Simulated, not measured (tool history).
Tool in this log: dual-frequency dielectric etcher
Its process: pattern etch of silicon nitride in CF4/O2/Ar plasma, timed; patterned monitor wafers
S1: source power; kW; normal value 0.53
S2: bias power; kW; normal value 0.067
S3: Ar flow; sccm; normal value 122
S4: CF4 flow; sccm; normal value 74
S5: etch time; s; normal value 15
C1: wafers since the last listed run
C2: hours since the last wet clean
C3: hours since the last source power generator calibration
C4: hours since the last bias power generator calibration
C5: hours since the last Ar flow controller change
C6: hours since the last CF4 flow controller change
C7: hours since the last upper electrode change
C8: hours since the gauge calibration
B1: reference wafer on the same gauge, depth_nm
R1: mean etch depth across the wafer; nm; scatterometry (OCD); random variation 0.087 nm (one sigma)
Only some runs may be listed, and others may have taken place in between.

| run | hour | S1 | S2 | S3 | S4 | S5 | C1 | C2 | C3 | C4 | C5 | C6 | C7 | C8 | B1 | R1 |
|---|---|---|---|---|---|---|---|---|---|---|---|---|---|---|---|---|
| 1 | 0 | 0.53 | 0.058 | 122 | 74 | 15 | 0 | 419.4 | 1695.8 | 3159.5 | 3238.3 | 4774.4 | 4769.8 | 132.7 | 32.7 | 30.8 |
| 2 | 66.4 | 0.53 | 0.058 | 122 | 74 | 15 | 1172 | 485.8 | 1762.2 | 3225.9 | 3304.7 | 4840.8 | 4836.2 | 199.1 | 32.71 | 30.81 |
| 3 | 129.3 | 0.53 | 0.067 | 122 | 74 | 15 | 1110 | 548.7 | 1825.1 | 3288.8 | 3367.6 | 4903.7 | 4899.1 | 262 | 32.72 | 33.6 |
|  | 187.3 | wet clean of the chamber |
| 4 | 187.8 | 0.53 | 0.067 | 122 | 74 | 15 | 609 | 0.5 | 1883.6 | 3347.3 | 3426.1 | 4962.2 | 4957.6 | 320.5 | 32.69 | 32.66 |
| 5 | 232.3 | 0.53 | 0.067 | 122 | 74 | 15 | 785 | 45 | 1928.1 | 3391.8 | 3470.6 | 5006.7 | 5002.1 | 365 | 32.68 | 32.79 |
| 6 | 288.8 | 0.53 | 0.067 | 122 | 74 | 15 | 997 | 101.5 | 1984.6 | 3448.3 | 3527.1 | 5063.2 | 5058.6 | 421.5 | 32.71 | 32.97 |
|  | 326.2 | CF4 flow controller replaced |
| 7 | 356 | 0.53 | 0.067 | 122 | 74 | 15 | 1080 | 168.7 | 2051.8 | 3515.5 | 3594.3 | 29.8 | 5125.8 | 488.7 | 32.72 | 33.06 |
|  | 464.2 | source power generator calibrated |
|  | 475.2 | upper electrode replaced |
| 8 | 522 | 0.53 | 0.067 | 122 | 64 | 15 | 2666 | 334.7 | 57.8 | 3681.5 | 3760.3 | 195.8 | 46.8 | 654.7 | 32.65 | 31.94 |
| 9 | 573.4 | 0.53 | 0.067 | 122 | 74 | 15 | 907 | 386.1 | 109.2 | 3732.9 | 3811.7 | 247.2 | 98.2 | 706.1 | 32.68 | 32.66 |
| 10 | 635.7 | 0.53 | 0.067 | 122 | 74 | 15 | 1100 | 448.4 | 171.5 | 3795.2 | 3874 | 309.5 | 160.5 | 768.4 | 32.7 | 32.61 |
|  | 656.3 | Ar flow controller replaced |
|  | 661.8 | bias power generator calibrated |
| 11 | 662.3 | 0.53 | 0.067 | 122 | 86 | 15 | 293 | 475 | 198.1 | 0.5 | 6 | 336.1 | 187.1 | 795 | 32.68 | 33.55 |
| 12 | 700.4 | 0.59 | 0.067 | 122 | 74 | 15 | 672 | 513.1 | 236.2 | 38.6 | 44.1 | 374.2 | 225.2 | 833.1 | 32.73 | 34.73 |
|  | 712.5 | gauge calibrated |
|  | 744.9 | wet clean of the chamber |
| 13 | 745.4 | 0.53 | 0.073 | 122 | 74 | 10.5 | 370 | 0.5 | 281.2 | 83.6 | 89.1 | 419.2 | 270.2 | 32.9 | 32.73 | 23.55 |
| 14 | 785.4 | 0.53 | 0.082 | 122 | 74 | 17 | 706 | 40.5 | 321.2 | 123.6 | 129.1 | 459.2 | 310.2 | 72.9 | 32.7 | 40.57 |
| 15 | 830.6 | 0.53 | 0.067 | 122 | 84 | 13.5 | 798 | 85.7 | 366.4 | 168.8 | 174.3 | 504.4 | 355.4 | 118.1 | 32.69 | 29.46 |
| 16 | 868.6 | 0.53 | 0.082 | 122 | 74 | 17 | 671 | 123.7 | 404.4 | 206.8 | 212.3 | 542.4 | 393.4 | 156.1 | 32.65 | 40.79 |
| 17 | 928.8 | 0.64 | 0.067 | 122 | 92 | 15 | 1063 | 183.9 | 464.6 | 267 | 272.5 | 602.6 | 453.6 | 216.3 | 32.72 | 37.07 |
| 18 | 962.5 | 0.53 | 0.067 | 122 | 74 | 15 | 595 | 217.6 | 498.3 | 300.7 | 306.2 | 636.3 | 487.3 | 250 | 32.65 | 32.54 |
| 19 | 1004.3 | 0.53 | 0.067 | 122 | 86 | 15 | 738 | 259.4 | 540.1 | 342.5 | 348 | 678.1 | 529.1 | 291.8 | 32.73 | 33.48 |
| 20 | 1036.1 | 0.53 | 0.052 | 122 | 69 | 19.5 | 561 | 291.2 | 571.9 | 374.3 | 379.8 | 709.9 | 560.9 | 323.6 | 32.64 | 36.65 |

For some of the steps in R1 from one run to the next: how much would appear even if the tool had no hidden state, given the settings, what came in and random variation, and how much remains for the hidden state plus any gauge scatter that the measured result and the result without hidden state don't share?
Hidden state present: etch rate over this chamber's usual, %; source power that arrives over what is set, %; bias power that arrives over what is set, %; Ar flow that arrives over what is set, %; CF4 flow that arrives over what is set, %; gauge reads high (%).
Run 3 -> 4: wet clean of the chamber. R1 -0.94 nm: hidden state -0.92, all else -0.02.
Run 12 -> 13: S1 0.59 -> 0.53, S2 0.067 -> 0.073, S5 15 -> 10.5, gauge calibrated, wet clean of the chamber. R1 -11.18 nm: hidden state -0.8, all else -10.38.
Run 13 -> 14: S2 0.073 -> 0.082, S5 10.5 -> 17. R1 +17.02 nm: hidden state +0.15, all else +16.87.
Run 15 -> 16: S2 0.067 -> 0.082, S4 84 -> 74, S5 13.5 -> 17. R1 +11.33 nm: hidden state +0.18, all else +11.15.
